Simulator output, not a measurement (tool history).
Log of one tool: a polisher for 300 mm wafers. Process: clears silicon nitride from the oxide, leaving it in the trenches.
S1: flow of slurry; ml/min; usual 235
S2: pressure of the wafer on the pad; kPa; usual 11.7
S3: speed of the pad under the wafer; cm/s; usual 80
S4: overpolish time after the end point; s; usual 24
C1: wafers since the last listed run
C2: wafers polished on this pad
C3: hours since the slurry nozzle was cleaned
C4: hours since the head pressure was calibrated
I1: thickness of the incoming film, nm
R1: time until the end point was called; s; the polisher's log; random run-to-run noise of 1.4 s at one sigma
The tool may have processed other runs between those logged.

{"run": 1, "hour": 0.0, "S1": 235, "S2": 11.7, "S3": 80, "S4": 24, "C1": 0, "C2": 1233, "C3": 196, "C4": 17.3, "I1": 69.8, "R1": 136.5}
{"run": 2, "hour": 68.3, "S1": 235, "S2": 11.7, "S3": 80, "S4": 24, "C1": 585, "C2": 1819, "C3": 264.3, "C4": 85.6, "I1": 70, "R1": 130.7}
{"run": 3, "hour": 122.9, "S1": 235, "S2": 11.7, "S3": 80, "S4": 24, "C1": 467, "C2": 2286, "C3": 318.9, "C4": 140.2, "I1": 69.3, "R1": 130.2}
{"hour": 176.3, "done": "worn pad replaced by a new one"}
{"run": 4, "hour": 191.8, "S1": 235, "S2": 11.7, "S3": 80, "S4": 24, "C1": 556, "C2": 132, "C3": 387.8, "C4": 209.1, "I1": 69.1, "R1": 127.8}
{"run": 5, "hour": 236.1, "S1": 235, "S2": 11.7, "S3": 80, "S4": 24, "C1": 379, "C2": 512, "C3": 432.1, "C4": 253.4, "I1": 69.7, "R1": 127.1}
{"run": 6, "hour": 274.3, "S1": 235, "S2": 11.7, "S3": 80, "S4": 24, "C1": 327, "C2": 839, "C3": 470.3, "C4": 291.6, "I1": 70.8, "R1": 130.9}
{"run": 7, "hour": 346.8, "S1": 235, "S2": 11.7, "S3": 80, "S4": 24, "C1": 621, "C2": 1460, "C3": 542.8, "C4": 364.1, "I1": 70.6, "R1": 132.3}
{"run": 8, "hour": 389.1, "S1": 235, "S2": 11.7, "S3": 80, "S4": 24, "C1": 362, "C2": 1823, "C3": 585.1, "C4": 406.4, "I1": 69.6, "R1": 128.1}
{"run": 9, "hour": 459.7, "S1": 235, "S2": 11.7, "S3": 80, "S4": 24, "C1": 604, "C2": 2428, "C3": 655.7, "C4": 477, "I1": 70.6, "R1": 130.3}
{"run": 10, "hour": 497.0, "S1": 235, "S2": 11.7, "S3": 80, "S4": 24, "C1": 319, "C2": 2747, "C3": 693, "C4": 514.3, "I1": 69.8, "R1": 127.8}
{"hour": 536.6, "done": "worn pad replaced by a new one"}
{"run": 11, "hour": 552.5, "S1": 235, "S2": 11.7, "S3": 80, "S4": 24, "C1": 441, "C2": 135, "C3": 748.5, "C4": 569.8, "I1": 69.9, "R1": 130.3}
{"run": 12, "hour": 584.7, "S1": 235, "S2": 11.7, "S3": 80, "S4": 24, "C1": 275, "C2": 411, "C3": 780.7, "C4": 602, "I1": 69.1, "R1": 125.9}
{"run": 13, "hour": 623.2, "S1": 235, "S2": 15.2, "S3": 80, "S4": 24, "C1": 329, "C2": 741, "C3": 819.2, "C4": 640.5, "I1": 69.2, "R1": 98.9}
{"run": 14, "hour": 648.8, "S1": 235, "S2": 15.2, "S3": 80, "S4": 24, "C1": 219, "C2": 961, "C3": 844.8, "C4": 666.1, "I1": 69.6, "R1": 100.5}
{"hour": 668.7, "done": "slurry nozzle cleaned"}
{"run": 15, "hour": 676.0, "S1": 235, "S2": 11.7, "S3": 90, "S4": 24, "C1": 224, "C2": 1185, "C3": 7.3, "C4": 693.3, "I1": 70, "R1": 113}
{"run": 16, "hour": 728.9, "S1": 235, "S2": 11.7, "S3": 90, "S4": 24, "C1": 453, "C2": 1638, "C3": 60.2, "C4": 746.2, "I1": 70.2, "R1": 113}
{"hour": 739.6, "done": "head pressure recalibrated"}
{"run": 17, "hour": 761.4, "S1": 235, "S2": 11.7, "S3": 90, "S4": 24, "C1": 261, "C2": 1900, "C3": 92.7, "C4": 21.8, "I1": 69.2, "R1": 120.4}
{"run": 18, "hour": 810.8, "S1": 235, "S2": 11.7, "S3": 80, "S4": 19, "C1": 423, "C2": 2323, "C3": 142.1, "C4": 71.2, "I1": 69.3, "R1": 133}
{"hour": 857.3, "done": "worn pad replaced by a new one"}
{"run": 19, "hour": 879.0, "S1": 235, "S2": 11.7, "S3": 106, "S4": 30, "C1": 550, "C2": 185, "C3": 210.3, "C4": 139.4, "I1": 69.7, "R1": 101.4}
{"run": 20, "hour": 937.3, "S1": 235, "S2": 13.1, "S3": 80, "S4": 35, "C1": 499, "C2": 685, "C3": 268.6, "C4": 197.7, "I1": 70.1, "R1": 116.8}
{"run": 21, "hour": 1099.6, "S1": 285, "S2": 15.2, "S3": 80, "S4": 31, "C1": 1390, "C2": 2075, "C3": 430.9, "C4": 360, "I1": 69.9, "R1": 97.3}
{"run": 22, "hour": 1168.8, "S1": 235, "S2": 11.7, "S3": 80, "S4": 24, "C1": 592, "C2": 2668, "C3": 500.1, "C4": 429.2, "I1": 70, "R1": 129.2}
{"hour": 1214.2, "done": "worn pad replaced by a new one"}
{"run": 23, "hour": 1232.5, "S1": 235, "S2": 11.7, "S3": 80, "S4": 24, "C1": 511, "C2": 156, "C3": 563.8, "C4": 492.9, "I1": 69.2, "R1": 128.4}
{"run": 24, "hour": 1303.5, "S1": 235, "S2": 11.7, "S3": 98, "S4": 13, "C1": 608, "C2": 764, "C3": 634.8, "C4": 563.9, "I1": 69.6, "R1": 104.9}
{"run": 25, "hour": 1370.2, "S1": 235, "S2": 11.7, "S3": 88, "S4": 24, "C1": 571, "C2": 1336, "C3": 701.5, "C4": 630.6, "I1": 69.6, "R1": 117.9}
{"run": 26, "hour": 1432.9, "S1": 290, "S2": 7.6, "S3": 80, "S4": 19, "C1": 537, "C2": 1873, "C3": 764.2, "C4": 693.3, "I1": 70, "R1": 193.6}
{"run": 27, "hour": 1457.7, "S1": 200, "S2": 13.8, "S3": 56, "S4": 24, "C1": 212, "C2": 2086, "C3": 789, "C4": 718.1, "I1": 69.8, "R1": 152}
{"run": 28, "hour": 1526.9, "S1": 235, "S2": 8.3, "S3": 80, "S4": 12, "C1": 592, "C2": 2679, "C3": 858.2, "C4": 787.3, "I1": 69.5, "R1": 180.3}
{"hour": 1555.5, "done": "worn pad replaced by a new one"}
{"hour": 1557.4, "done": "slurry nozzle cleaned"}
{"hour": 1565.8, "done": "head pressure recalibrated"}
{"run": 29, "hour": 1592.8, "S1": 275, "S2": 7.6, "S3": 88, "S4": 19, "C1": 504, "C2": 294, "C3": 35.4, "C4": 27, "I1": 69.5, "R1": 179.9}
{"run": 30, "hour": 1700.3, "S1": 235, "S2": 11.7, "S3": 80, "S4": 24, "C1": 921, "C2": 1215, "C3": 142.9, "C4": 134.5, "I1": 70.3, "R1": 128.3}
{"run": 31, "hour": 1752.0, "S1": 285, "S2": 15.2, "S3": 80, "S4": 31, "C1": 442, "C2": 1658, "C3": 194.6, "C4": 186.2, "I1": 70.5, "R1": 95.6}
{"run": 32, "hour": 1801.0, "S1": 190, "S2": 13.1, "S3": 100, "S4": 10, "C1": 419, "C2": 2077, "C3": 243.6, "C4": 235.2, "I1": 69.6, "R1": 95.3}
{"run": 33, "hour": 1830.7, "S1": 205, "S2": 11.7, "S3": 66, "S4": 24, "C1": 254, "C2": 2332, "C3": 273.3, "C4": 264.9, "I1": 70.2, "R1": 150.9}
{"run": 34, "hour": 1865.1, "S1": 235, "S2": 11.7, "S3": 80, "S4": 24, "C1": 294, "C2": 2627, "C3": 307.7, "C4": 299.3, "I1": 71.1, "R1": 127.4}

Results for each run, recomputed without the tool's hidden state and with each run's random variation untouched:
The hidden state here: removal rate lost through wear of the pad, %; slurry flow missing at the pad, %; deviation of the head's pressure from its setpoint, %.
run=1 R1=133.2
run=2 R1=130.1
run=3 R1=131
run=4 R1=130.1
run=5 R1=130
run=6 R1=134.3
run=7 R1=136.3
run=8 R1=132
run=9 R1=134.4
run=10 R1=131.7
run=11 R1=134.2
run=12 R1=129.5
run=13 R1=101.6
run=14 R1=103.1
run=15 R1=121.9
run=16 R1=121.7
run=17 R1=118.3
run=18 R1=132.6
run=19 R1=102.6
run=20 R1=119.4
run=21 R1=101.1
run=22 R1=134.2
run=23 R1=133.4
run=24 R1=108.9
run=25 R1=122
run=26 R1=201.3
run=27 R1=155.7
run=28 R1=185
run=29 R1=183.1
run=30 R1=134.1
run=31 R1=100.9
run=32 R1=100.9
run=33 R1=160.4
run=34 R1=135.9

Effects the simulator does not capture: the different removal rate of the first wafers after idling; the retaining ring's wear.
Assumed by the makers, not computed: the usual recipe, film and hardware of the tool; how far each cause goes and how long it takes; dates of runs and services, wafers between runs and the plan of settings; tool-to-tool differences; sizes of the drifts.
